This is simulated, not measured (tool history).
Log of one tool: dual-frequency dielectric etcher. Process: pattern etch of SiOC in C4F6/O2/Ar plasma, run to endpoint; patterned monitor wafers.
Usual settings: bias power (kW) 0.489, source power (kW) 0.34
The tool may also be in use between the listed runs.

run   hour  bias power (kW)  source power (kW)  wafers since the last listed run  hours since the last wet clean  hours since the last bias power generator calibration  hours since the last source power generator calibration  hours since the last upper electrode change  incoming incoming film thickness, nm  endpoint time (s)
  1      0            0.564               0.34                                 0                           472.7                                                 2108.6                                                   3223.5                                       2582.5                                 26.85                9.4
  2   16.4            0.564               0.34                               258                           489.1                                                   2125                                                   3239.9                                       2598.9                                 26.73                9.5
  3   32.6            0.489               0.34                               255                           505.3                                                 2141.2                                                   3256.1                                       2615.1                                 26.91               10.1
  4   39.7            0.489               0.34                               111                           512.4                                                 2148.3                                                   3263.2                                       2622.2                                 26.59                9.9
  5   51.4            0.489                0.3                               184                           524.1                                                   2160                                                   3274.9                                       2633.9                                 26.92               10.4
  6   59.3            0.489               0.34                               124                             532                                                 2167.9                                                   3282.8                                       2641.8                                 26.95                 10
  7   71.2            0.489               0.34                               187                           543.9                                                 2179.8                                                   3294.7                                       2653.7                                 26.74                9.9
      78.5  -- source power generator calibrated
     101.3  -- wet clean of the chamber
     101.9  -- upper electrode replaced
  8  102.4            0.489               0.34                                59                             1.1                                                   2211                                                     23.9                                          0.5                                 26.71                 10
  9  102.7            0.489               0.34                                 4                             1.4                                                 2211.3                                                     24.2                                          0.8                                 26.82                 10
 10    103            0.489               0.34                                 4                             1.7                                                 2211.6                                                     24.5                                          1.1                                 26.77                 10
 11  107.5            0.489               0.34                                70                             6.2                                                 2216.1                                                       29                                          5.6                                 26.67                 10
 12  119.3            0.489               0.34                               185                              18                                                 2227.9                                                     40.8                                         17.4                                 26.66                 10
 13  128.7            0.489               0.34                               147                            27.4                                                 2237.3                                                     50.2                                         26.8                                 26.91               10.1
 14  145.8            0.489               0.34                               269                            44.5                                                 2254.4                                                     67.3                                         43.9                                 26.68                 10
 15  159.9            0.532               0.32                               221                            58.6                                                 2268.5                                                     81.4                                           58                                 26.65                9.9
 16  166.9            0.544               0.38                               110                            65.6                                                 2275.5                                                     88.4                                           65                                 26.87                9.4
 17  176.7            0.489               0.34                               154                            75.4                                                 2285.3                                                     98.2                                         74.8                                 26.82                 10
 18  184.1            0.424               0.31                               116                            82.8                                                 2292.7                                                    105.6                                         82.2                                 26.74               10.7
 19  210.4            0.489               0.34                               414                           109.1                                                   2319                                                    131.9                                        108.5                                 26.75               10.2
     217.3  -- bias power generator calibrated
 20    221            0.371               0.37                               103                           119.7                                                    3.7                                                    142.5                                        119.1                                 26.55               10.7
 21  236.3            0.399               0.29                               240                             135                                                     19                                                    157.8                                        134.4                                 26.71               11.1
 22  254.2            0.444               0.34                               281                           152.9                                                   36.9                                                    175.7                                        152.3                                 26.59               10.3
 23  270.2            0.489               0.26                               251                           168.9                                                   52.9                                                    191.7                                        168.3                                 26.62               10.4
 24  282.2             0.37               0.39                               188                           180.9                                                   64.9                                                    203.7                                        180.3                                 26.82               10.7
 25  290.8            0.489               0.27                               135                           189.5                                                   73.5                                                    212.3                                        188.9                                 26.62               10.4
 26  297.2            0.489               0.34                               100                           195.9                                                   79.9                                                    218.7                                        195.3                                  26.9               10.1
 27  314.7            0.371               0.37                               275                           213.4                                                   97.4                                                    236.2                                        212.8                                 26.58               10.7
 28    325            0.558               0.34                               162                           223.7                                                  107.7                                                    246.5                                        223.1                                 26.98                9.5
 29  340.5            0.489                0.4                               244                           239.2                                                  123.2                                                      262                                        238.6                                 26.59                9.6
 30  349.3            0.544               0.38                               138                             248                                                    132                                                    270.8                                        247.4                                 26.68                9.4
 31  362.6            0.489               0.38                               209                           261.3                                                  145.3                                                    284.1                                        260.7                                 26.55                9.7
 32  370.7            0.489               0.41                               127                           269.4                                                  153.4                                                    292.2                                        268.8                                 26.71                9.7
 33    384            0.489               0.28                               209                           282.7                                                  166.7                                                    305.5                                        282.1                                 26.79               10.5
 34  401.3            0.489               0.36                               272                             300                                                    184                                                    322.8                                        299.4                                  26.8                9.9
 35  415.4            0.489               0.34                               221                           314.1                                                  198.1                                                    336.9                                        313.5                                 26.52                9.9

Forecast each of these 5 alternatives for the next run:
  A  415.8            0.596               0.34                                 6                           314.5                                                  198.5                                                    337.3                                        313.9                                 26.51                  ?
  B  415.8            0.397               0.36                                 6                           314.5                                                  198.5                                                    337.3                                        313.9                                 26.51                  ?
  C  415.8            0.605               0.41                                 6                           314.5                                                  198.5                                                    337.3                                        313.9                                 26.51                  ?
  D  415.8            0.371               0.34                                 6                           314.5                                                  198.5                                                    337.3                                        313.9                                 26.51                  ?
  E  415.8            0.409               0.34                                 6                           314.5                                                  198.5                                                    337.3                                        313.9                                 26.51                  ?

run  endpoint time (s)
  A                9.3
  B               10.4
  C                8.9
  D               10.8
  E               10.5
Without the tool's hidden state the same runs would have given:
run  endpoint time (s)
  A                9.3
  B               10.4
  C                8.9
  D               10.8
  E               10.5

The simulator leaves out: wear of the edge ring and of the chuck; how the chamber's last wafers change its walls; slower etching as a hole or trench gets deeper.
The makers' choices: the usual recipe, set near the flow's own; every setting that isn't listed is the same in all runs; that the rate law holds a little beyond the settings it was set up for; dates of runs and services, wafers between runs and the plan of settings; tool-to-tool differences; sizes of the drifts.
